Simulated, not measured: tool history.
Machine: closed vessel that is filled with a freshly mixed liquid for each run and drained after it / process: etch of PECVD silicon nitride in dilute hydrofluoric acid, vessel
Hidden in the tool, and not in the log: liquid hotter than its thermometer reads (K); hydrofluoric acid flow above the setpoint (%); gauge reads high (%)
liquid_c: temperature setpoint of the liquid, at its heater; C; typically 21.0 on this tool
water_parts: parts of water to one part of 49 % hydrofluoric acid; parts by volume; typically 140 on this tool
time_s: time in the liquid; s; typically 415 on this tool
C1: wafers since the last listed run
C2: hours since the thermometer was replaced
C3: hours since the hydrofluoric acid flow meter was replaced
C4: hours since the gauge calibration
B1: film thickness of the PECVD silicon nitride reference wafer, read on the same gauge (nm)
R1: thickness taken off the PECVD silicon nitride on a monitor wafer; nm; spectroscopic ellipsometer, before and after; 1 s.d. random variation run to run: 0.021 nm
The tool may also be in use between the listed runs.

{"run": 1, "hour": 0.0, "liquid_c": 21.0, "water_parts": 140, "time_s": 415, "C1": 0, "C2": 1949.0, "C3": 1006.0, "C4": 146.5, "B1": 110.01, "R1": 7.39}
{"run": 2, "hour": 16.8, "liquid_c": 21.0, "water_parts": 140, "time_s": 415, "C1": 1644, "C2": 1965.8, "C3": 1022.8, "C4": 163.3, "B1": 109.99, "R1": 7.32}
{"hour": 20.1, "done": "gauge calibrated"}
{"run": 3, "hour": 32.6, "liquid_c": 21.0, "water_parts": 140, "time_s": 415, "C1": 1546, "C2": 1981.6, "C3": 1038.6, "C4": 12.5, "B1": 109.97, "R1": 7.4}
{"run": 4, "hour": 67.4, "liquid_c": 21.0, "water_parts": 140, "time_s": 570, "C1": 3405, "C2": 2016.4, "C3": 1073.4, "C4": 47.3, "B1": 109.98, "R1": 10.19}
{"run": 5, "hour": 82.0, "liquid_c": 21.0, "water_parts": 140, "time_s": 415, "C1": 1428, "C2": 2031.0, "C3": 1088.0, "C4": 61.9, "B1": 110.0, "R1": 7.42}
{"run": 6, "hour": 101.8, "liquid_c": 21.0, "water_parts": 140, "time_s": 415, "C1": 1937, "C2": 2050.8, "C3": 1107.8, "C4": 81.7, "B1": 109.99, "R1": 7.42}
{"hour": 103.0, "done": "hydrofluoric acid flow meter replaced"}
{"run": 7, "hour": 121.0, "liquid_c": 21.0, "water_parts": 140, "time_s": 415, "C1": 1781, "C2": 2070.0, "C3": 18.0, "C4": 100.9, "B1": 109.99, "R1": 6.62}
{"run": 8, "hour": 155.4, "liquid_c": 21.0, "water_parts": 140, "time_s": 415, "C1": 3366, "C2": 2104.4, "C3": 52.4, "C4": 135.3, "B1": 109.99, "R1": 6.65}
{"run": 9, "hour": 171.1, "liquid_c": 21.0, "water_parts": 140, "time_s": 415, "C1": 1536, "C2": 2120.1, "C3": 68.1, "C4": 151.0, "B1": 109.98, "R1": 6.68}
{"hour": 187.5, "done": "gauge calibrated"}
{"run": 10, "hour": 205.5, "liquid_c": 23.0, "water_parts": 140, "time_s": 215, "C1": 3366, "C2": 2154.5, "C3": 102.5, "C4": 18.0, "B1": 110.0, "R1": 3.96}
{"run": 11, "hour": 225.3, "liquid_c": 21.0, "water_parts": 140, "time_s": 650, "C1": 1937, "C2": 2174.3, "C3": 122.3, "C4": 37.8, "B1": 110.0, "R1": 10.5}
{"hour": 228.5, "done": "thermometer replaced"}
{"run": 12, "hour": 246.7, "liquid_c": 21.0, "water_parts": 140, "time_s": 415, "C1": 1996, "C2": 18.2, "C3": 143.7, "C4": 59.2, "B1": 110.01, "R1": 6.72}
{"run": 13, "hour": 261.8, "liquid_c": 19.5, "water_parts": 140, "time_s": 415, "C1": 1477, "C2": 33.3, "C3": 158.8, "C4": 74.3, "B1": 110.01, "R1": 6.09}
{"run": 14, "hour": 285.9, "liquid_c": 21.0, "water_parts": 110, "time_s": 415, "C1": 2358, "C2": 57.4, "C3": 182.9, "C4": 98.4, "B1": 109.98, "R1": 8.59}
{"run": 15, "hour": 306.5, "liquid_c": 21.0, "water_parts": 180, "time_s": 295, "C1": 2015, "C2": 78.0, "C3": 203.5, "C4": 119.0, "B1": 109.98, "R1": 3.77}

4 ways to go on from here, each from the tool as it stands after run 15. What would each give?
{"run": "A", "hour": 307.3, "liquid_c": 21.0, "water_parts": 140, "time_s": 295, "C1": 78, "C2": 78.8, "C3": 204.3, "C4": 119.8, "B1": "?", "R1": "?"}
{"run": "B", "hour": 307.3, "liquid_c": 21.0, "water_parts": 140, "time_s": 605, "C1": 78, "C2": 78.8, "C3": 204.3, "C4": 119.8, "B1": "?", "R1": "?"}
{"run": "C", "hour": 307.3, "liquid_c": 17.0, "water_parts": 140, "time_s": 415, "C1": 78, "C2": 78.8, "C3": 204.3, "C4": 119.8, "B1": "?", "R1": "?"}
{"run": "D", "hour": 307.3, "liquid_c": 18.5, "water_parts": 105, "time_s": 290, "C1": 78, "C2": 78.8, "C3": 204.3, "C4": 119.8, "B1": "?", "R1": "?"}

run=A B1=110.01 R1=4.78
run=B B1=110.01 R1=9.81
run=C B1=110.01 R1=5.13
run=D B1=110.01 R1=5.25
What these runs would have given with no unlogged condition in the tool:
run=A R1=4.63
run=B R1=9.49
run=C R1=4.97
run=D R1=5.08
